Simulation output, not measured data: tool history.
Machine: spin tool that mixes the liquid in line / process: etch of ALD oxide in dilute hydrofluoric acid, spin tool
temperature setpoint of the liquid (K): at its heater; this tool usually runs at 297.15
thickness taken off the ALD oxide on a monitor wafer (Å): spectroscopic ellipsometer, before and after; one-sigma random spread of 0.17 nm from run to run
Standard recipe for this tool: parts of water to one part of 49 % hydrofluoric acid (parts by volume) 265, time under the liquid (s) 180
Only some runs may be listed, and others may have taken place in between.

run	hour	temperature setpoint of the liquid (K)	parts of water to one part of 49 % hydrofluoric acid (parts by volume)	time under the liquid (s)	wafers since the last listed run	hours since the thermometer was replaced	hours since the hydrofluoric acid flow meter was replaced	hours since the gauge calibration	read-back film thickness of the ALD oxide reference wafer, read on the same gauge (nm)	thickness taken off the ALD oxide on a monitor wafer (Å)
1	0	297.15	205	180	0	1014.7	457.7	206.4	40	251.9
2	12.5	297.15	205	180	111	1027.2	470.2	218.9	40.02	250.1
3	66.3	297.15	205	180	481	1081	524	272.7	40.01	254
4	77.6	297.15	265	180	101	1092.3	535.3	284	40.04	185.6
5	92.2	297.15	265	180	130	1106.9	549.9	298.6	40.01	186.3
6	103	297.15	265	180	96	1117.7	560.7	309.4	39.98	181.5
7	134.5	297.15	265	180	281	1149.2	592.2	340.9	40.04	182.1
8	150.2	297.15	335	110	140	1164.9	607.9	356.6	40.01	83.3
9	157.4	297.15	265	180	64	1172.1	615.1	363.8	40.01	185.8
10	165.8	297.15	265	180	75	1180.5	623.5	372.2	40.01	183.9
11	179.7	293.65	265	90	124	1194.4	637.4	386.1	39.98	80.5
# hour 180.5: gauge calibrated
12	188.4	297.15	265	150	77	1203.1	646.1	7.9	40	152.7
# hour 196.5: hydrofluoric acid flow meter replaced
# hour 207: thermometer replaced
13	207.5	300.15	265	210	153	0.5	11	27	40.02	232
14	224	295.15	325	115	147	17	27.5	43.5	40.01	82.7
15	239.3	301.65	320	265	136	32.3	42.8	58.8	40.01	245
16	254.2	293.65	265	95	133	47.2	57.7	73.7	40	85.7
17	294.4	301.65	335	250	359	87.4	97.9	113.9	40.01	220
18	304.2	297.15	265	180	87	97.2	107.7	123.7	40	184.6
19	322.2	301.65	265	85	161	115.2	125.7	141.7	40.02	101.2
20	336.4	301.65	395	115	127	129.4	139.9	155.9	40	80.8
21	347	297.15	205	180	94	140	150.5	166.5	39.99	254.4

Branching from run 21: 5 alternative next runs. What would each branch give?
A	347.5	297.15	265	180	4	140.5	151	167	?	?
B	347.5	298.65	300	225	4	140.5	151	167	?	?
C	347.5	301.15	210	180	4	140.5	151	167	?	?
D	347.5	297.15	265	75	4	140.5	151	167	?	?
E	347.5	301.65	375	180	4	140.5	151	167	?	?

run	read-back film thickness of the ALD oxide reference wafer, read on the same gauge (nm)	thickness taken off the ALD oxide on a monitor wafer (Å)
A	39.99	185.6
B	39.99	208.5
C	39.99	286.2
D	39.99	77.3
E	39.99	136.5
With no hidden state in the tool, these same runs would have given:
run	thickness taken off the ALD oxide on a monitor wafer (Å)
A	185.6
B	208.5
C	286.2
D	77.3
E	136.5
